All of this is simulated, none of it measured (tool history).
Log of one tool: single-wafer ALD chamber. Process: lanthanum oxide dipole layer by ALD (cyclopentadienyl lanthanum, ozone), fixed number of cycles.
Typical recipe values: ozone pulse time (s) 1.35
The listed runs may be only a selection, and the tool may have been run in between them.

run	hour	ozone pulse time (s)	wafers since the last listed run	hours since the last thermocouple change	hours since the last ozone generator service	hours since the showerhead was replaced	hours since the gauge calibration	read-back reference wafer on the same gauge, thickness_nm	mean film thickness on the monitor wafer (nm)
1	0.0	0.97	0	2024.6	431.9	3446.0	226.0	0.497	0.469
2	9.1	0.97	210	2033.7	441.0	3455.1	235.1	0.496	0.466
3	21.7	0.97	292	2046.3	453.6	3467.7	247.7	0.496	0.468
4	30.7	1.35	208	2055.3	462.6	3476.7	256.7	0.496	0.516
5	47.0	1.35	377	2071.6	478.9	3493.0	273.0	0.496	0.515
6	58.5	1.35	266	2083.1	490.4	3504.5	284.5	0.496	0.516
7	75.0	1.35	382	2099.6	506.9	3521.0	301.0	0.496	0.517
8	86.1	1.73	257	2110.7	518.0	3532.1	312.1	0.496	0.543
9	98.4	1.73	285	2123.0	530.3	3544.4	324.4	0.496	0.543
10	110.4	1.35	278	2135.0	542.3	3556.4	336.4	0.496	0.519
11	123.1	1.35	294	2147.7	555.0	3569.1	349.1	0.496	0.521
12	130.5	1.35	171	2155.1	562.4	3576.5	356.5	0.496	0.516
13	142.7	1.02	282	2167.3	574.6	3588.7	368.7	0.496	0.475
# hour 148.6: gauge calibrated
# hour 164.1: thermocouple changed; heater temperature recalibrated
14	164.6	1.02	322	0.5	596.5	3610.6	16.0	0.496	0.476
15	167.2	1.18	60	3.1	599.1	3613.2	18.6	0.496	0.497
# hour 184.0: ozone generator serviced
16	184.5	1.18	215	20.4	0.5	3630.5	35.9	0.496	0.524
17	192.5	1.35	185	28.4	8.5	3638.5	43.9	0.496	0.538
18	205.5	1.76	301	41.4	21.5	3651.5	56.9	0.496	0.562
19	212.2	0.91	155	48.1	28.2	3658.2	63.6	0.496	0.483
20	220.9	1.86	201	56.8	36.9	3666.9	72.3	0.496	0.561
# hour 236.8: showerhead replaced
21	237.3	1.35	194	73.2	53.3	0.5	88.7	0.496	0.536
22	238.2	1.61	20	74.1	54.2	1.4	89.6	0.496	0.549
23	250.0	1.35	273	85.9	66.0	13.2	101.4	0.496	0.534
24	267.5	1.71	405	103.4	83.5	30.7	118.9	0.497	0.556
25	275.4	1.73	183	111.3	91.4	38.6	126.8	0.496	0.555
26	285.0	1.80	222	120.9	101.0	48.2	136.4	0.496	0.554
27	292.2	1.13	166	128.1	108.2	55.4	143.6	0.496	0.508
28	309.0	1.77	389	144.9	125.0	72.2	160.4	0.496	0.551
29	318.3	1.03	215	154.2	134.3	81.5	169.7	0.496	0.490
30	331.4	1.15	303	167.3	147.4	94.6	182.8	0.496	0.505
31	339.8	1.84	194	175.7	155.8	103.0	191.2	0.496	0.552
32	356.5	1.07	387	192.4	172.5	119.7	207.9	0.496	0.494

Below are 4 alternative next runs, each starting from the tool's condition after run 32. Predict each:
A	356.9	1.63	9	192.8	172.9	120.1	208.3	?	?
B	356.9	0.89	9	192.8	172.9	120.1	208.3	?	?
C	356.9	1.78	9	192.8	172.9	120.1	208.3	?	?
D	356.9	1.00	9	192.8	172.9	120.1	208.3	?	?

run	read-back reference wafer on the same gauge, thickness_nm	mean film thickness on the monitor wafer (nm)
A	0.495	0.543
B	0.495	0.461
C	0.495	0.551
D	0.495	0.480
Take away the tool's hidden state, keep each run's random variation, and the runs would have read:
run	mean film thickness on the monitor wafer (nm)
A	0.555
B	0.486
C	0.561
D	0.503

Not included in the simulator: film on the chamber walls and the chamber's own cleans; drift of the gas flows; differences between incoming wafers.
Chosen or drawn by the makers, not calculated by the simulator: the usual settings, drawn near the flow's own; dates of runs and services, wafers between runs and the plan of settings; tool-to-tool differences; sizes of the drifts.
